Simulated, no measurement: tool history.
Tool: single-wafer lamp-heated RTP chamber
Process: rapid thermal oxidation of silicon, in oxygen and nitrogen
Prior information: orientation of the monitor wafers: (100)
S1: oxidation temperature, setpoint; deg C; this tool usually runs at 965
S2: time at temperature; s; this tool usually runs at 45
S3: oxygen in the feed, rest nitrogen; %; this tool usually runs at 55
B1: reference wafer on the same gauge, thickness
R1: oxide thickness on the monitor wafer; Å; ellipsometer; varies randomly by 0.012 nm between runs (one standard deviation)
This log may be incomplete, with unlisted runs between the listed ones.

run 1 day=0.000 | S1=965 S2=45 S3=55 | B1=3.094 | R1=32.25
run 2 day=2.175 | S1=965 S2=45 S3=55 | B1=3.096 | R1=32.19
run 3 day=3.188 | S1=965 S2=45 S3=55 | B1=3.092 | R1=32.01
run 4 day=4.212 | S1=965 S2=45 S3=55 | B1=3.094 | R1=32.07
run 5 day=6.675 | S1=965 S2=54 S3=55 | B1=3.091 | R1=34.19
run 6 day=9.012 | S1=975 S2=45 S3=55 | B1=3.088 | R1=34.25
run 7 day=11.379 | S1=975 S2=45 S3=55 | B1=3.087 | R1=34.03
-- day=12.617 pyrometer window cleaned and pyrometer calibrated
run 8 day=16.262 | S1=965 S2=45 S3=55 | B1=3.085 | R1=32.22
run 9 day=19.112 | S1=965 S2=45 S3=55 | B1=3.089 | R1=31.99
run 10 day=21.742 | S1=965 S2=45 S3=55 | B1=3.081 | R1=31.84
run 11 day=24.171 | S1=965 S2=45 S3=55 | B1=3.081 | R1=32.00
run 12 day=27.167 | S1=965 S2=45 S3=55 | B1=3.080 | R1=31.97
run 13 day=29.717 | S1=965 S2=45 S3=55 | B1=3.076 | R1=31.82
run 14 day=30.996 | S1=965 S2=45 S3=55 | B1=3.076 | R1=32.03
-- day=31.817 pyrometer window cleaned and pyrometer calibrated
run 15 day=32.392 | S1=974 S2=57 S3=55 | B1=3.074 | R1=36.86
run 16 day=33.462 | S1=974 S2=57 S3=55 | B1=3.073 | R1=36.90
run 17 day=35.396 | S1=965 S2=45 S3=55 | B1=3.070 | R1=31.65
run 18 day=37.196 | S1=986 S2=45 S3=70 | B1=3.070 | R1=39.06
run 19 day=39.775 | S1=965 S2=45 S3=55 | B1=3.069 | R1=31.54
run 20 day=41.083 | S1=965 S2=45 S3=55 | B1=3.061 | R1=31.90
-- day=42.879 oxygen flow controller replaced
run 21 day=44.746 | S1=965 S2=45 S3=55 | B1=3.060 | R1=31.69
run 22 day=47.608 | S1=937 S2=32 S3=68 | B1=3.056 | R1=25.94
run 23 day=49.338 | S1=965 S2=45 S3=55 | B1=3.055 | R1=31.73

Expected results for the next run?
run 24 day=51.525 | S1=954 S2=59 S3=30 | B1=? | R1=?

Run 24 came out at B1 3.051, R1 28.22 Å.
Minus the tool's unlogged condition, the same run would have read R1 28.66 Å.

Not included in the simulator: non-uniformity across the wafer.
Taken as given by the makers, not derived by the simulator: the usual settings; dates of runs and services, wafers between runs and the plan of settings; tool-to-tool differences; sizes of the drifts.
